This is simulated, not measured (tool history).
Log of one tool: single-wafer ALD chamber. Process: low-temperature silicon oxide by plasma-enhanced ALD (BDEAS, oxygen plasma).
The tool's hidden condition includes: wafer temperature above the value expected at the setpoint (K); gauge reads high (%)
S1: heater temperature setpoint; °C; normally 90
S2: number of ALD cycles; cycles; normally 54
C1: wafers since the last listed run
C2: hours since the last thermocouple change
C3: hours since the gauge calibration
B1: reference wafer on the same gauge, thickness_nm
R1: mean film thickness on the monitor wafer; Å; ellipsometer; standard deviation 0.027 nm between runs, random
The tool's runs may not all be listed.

{"run": 1, "hour": 0.0, "S1": 90, "S2": 54, "C1": 0, "C2": 356.7, "C3": 854.9, "B1": 8.057, "R1": 72.82}
{"run": 2, "hour": 48.6, "S1": 90, "S2": 54, "C1": 375, "C2": 405.3, "C3": 903.5, "B1": 8.043, "R1": 72.89}
{"run": 3, "hour": 125.4, "S1": 90, "S2": 54, "C1": 594, "C2": 482.1, "C3": 980.3, "B1": 8.046, "R1": 73.06}
{"run": 4, "hour": 164.7, "S1": 90, "S2": 54, "C1": 304, "C2": 521.4, "C3": 1019.6, "B1": 8.049, "R1": 72.6}
{"run": 5, "hour": 395.3, "S1": 94, "S2": 47, "C1": 1783, "C2": 752.0, "C3": 1250.2, "B1": 8.049, "R1": 63.12}
{"run": 6, "hour": 459.6, "S1": 90, "S2": 54, "C1": 497, "C2": 816.3, "C3": 1314.5, "B1": 8.047, "R1": 73.47}
{"run": 7, "hour": 562.4, "S1": 90, "S2": 51, "C1": 795, "C2": 919.1, "C3": 1417.3, "B1": 8.051, "R1": 69.45}
{"run": 8, "hour": 628.5, "S1": 90, "S2": 51, "C1": 511, "C2": 985.2, "C3": 1483.4, "B1": 8.04, "R1": 69.5}
{"run": 9, "hour": 724.6, "S1": 90, "S2": 59, "C1": 743, "C2": 1081.3, "C3": 1579.5, "B1": 8.044, "R1": 80.27}
{"hour": 761.4, "done": "thermocouple changed; heater temperature recalibrated"}
{"run": 10, "hour": 763.4, "S1": 79, "S2": 54, "C1": 238, "C2": 2.0, "C3": 1618.3, "B1": 8.053, "R1": 74.46}
{"run": 11, "hour": 867.7, "S1": 79, "S2": 54, "C1": 806, "C2": 106.3, "C3": 1722.6, "B1": 8.06, "R1": 74.69}
{"run": 12, "hour": 964.3, "S1": 84, "S2": 49, "C1": 747, "C2": 202.9, "C3": 1819.2, "B1": 8.046, "R1": 67.07}
{"run": 13, "hour": 1047.5, "S1": 84, "S2": 49, "C1": 643, "C2": 286.1, "C3": 1902.4, "B1": 8.043, "R1": 67.42}
{"run": 14, "hour": 1100.5, "S1": 90, "S2": 47, "C1": 410, "C2": 339.1, "C3": 1955.4, "B1": 8.061, "R1": 63.25}
{"run": 15, "hour": 1189.8, "S1": 90, "S2": 47, "C1": 690, "C2": 428.4, "C3": 2044.7, "B1": 8.046, "R1": 63.35}
{"run": 16, "hour": 1278.5, "S1": 98, "S2": 47, "C1": 686, "C2": 517.1, "C3": 2133.4, "B1": 8.034, "R1": 62.02}
{"run": 17, "hour": 1359.0, "S1": 98, "S2": 54, "C1": 622, "C2": 597.6, "C3": 2213.9, "B1": 8.051, "R1": 71.14}
{"run": 18, "hour": 1398.8, "S1": 94, "S2": 61, "C1": 307, "C2": 637.4, "C3": 2253.7, "B1": 8.045, "R1": 81.8}
{"run": 19, "hour": 1452.0, "S1": 75, "S2": 60, "C1": 411, "C2": 690.6, "C3": 2306.9, "B1": 8.044, "R1": 84.85}
{"run": 20, "hour": 1495.9, "S1": 90, "S2": 54, "C1": 339, "C2": 734.5, "C3": 2350.8, "B1": 8.051, "R1": 72.96}
{"run": 21, "hour": 1548.6, "S1": 99, "S2": 51, "C1": 407, "C2": 787.2, "C3": 2403.5, "B1": 8.053, "R1": 67.15}
{"run": 22, "hour": 1635.8, "S1": 90, "S2": 54, "C1": 674, "C2": 874.4, "C3": 2490.7, "B1": 8.041, "R1": 73.17}
{"hour": 1667.7, "done": "gauge calibrated"}
{"run": 23, "hour": 1725.6, "S1": 90, "S2": 54, "C1": 694, "C2": 964.2, "C3": 57.9, "B1": 8.049, "R1": 73.31}
{"run": 24, "hour": 1817.8, "S1": 76, "S2": 64, "C1": 713, "C2": 1056.4, "C3": 150.1, "B1": 8.052, "R1": 90.6}
{"run": 25, "hour": 1880.1, "S1": 96, "S2": 54, "C1": 481, "C2": 1118.7, "C3": 212.4, "B1": 8.053, "R1": 72.33}
{"hour": 1921.1, "done": "thermocouple changed; heater temperature recalibrated"}
{"run": 26, "hour": 1972.3, "S1": 78, "S2": 46, "C1": 651, "C2": 51.2, "C3": 304.6, "B1": 8.057, "R1": 63.93}
{"run": 27, "hour": 2077.8, "S1": 101, "S2": 54, "C1": 816, "C2": 156.7, "C3": 410.1, "B1": 8.044, "R1": 69.94}
{"run": 28, "hour": 2131.5, "S1": 96, "S2": 65, "C1": 415, "C2": 210.4, "C3": 463.8, "B1": 8.052, "R1": 85.39}
{"run": 29, "hour": 2236.2, "S1": 103, "S2": 62, "C1": 809, "C2": 315.1, "C3": 568.5, "B1": 8.046, "R1": 79.76}
{"run": 30, "hour": 2315.7, "S1": 90, "S2": 50, "C1": 615, "C2": 394.6, "C3": 648.0, "B1": 8.047, "R1": 67.27}
{"run": 31, "hour": 2411.6, "S1": 96, "S2": 57, "C1": 741, "C2": 490.5, "C3": 743.9, "B1": 8.042, "R1": 75.78}
{"run": 32, "hour": 2516.1, "S1": 90, "S2": 54, "C1": 808, "C2": 595.0, "C3": 848.4, "B1": 8.057, "R1": 73.43}

Consider 3 possible next runs. They are alternatives, not a sequence: every one starts from the tool as it was left by run 32. What does each give?
{"run": "A", "hour": 2516.6, "S1": 90, "S2": 54, "C1": 3, "C2": 595.5, "C3": 848.9, "B1": "?", "R1": "?"}
{"run": "B", "hour": 2516.6, "S1": 84, "S2": 54, "C1": 3, "C2": 595.5, "C3": 848.9, "B1": "?", "R1": "?"}
{"run": "C", "hour": 2516.6, "S1": 79, "S2": 44, "C1": 3, "C2": 595.5, "C3": 848.9, "B1": "?", "R1": "?"}

run=A B1=8.034 R1=73.00
run=B B1=8.034 R1=74.35
run=C B1=8.034 R1=61.50
Without the tool's unlogged condition, the same runs would have read:
run=A R1=72.06
run=B R1=73.41
run=C R1=60.73
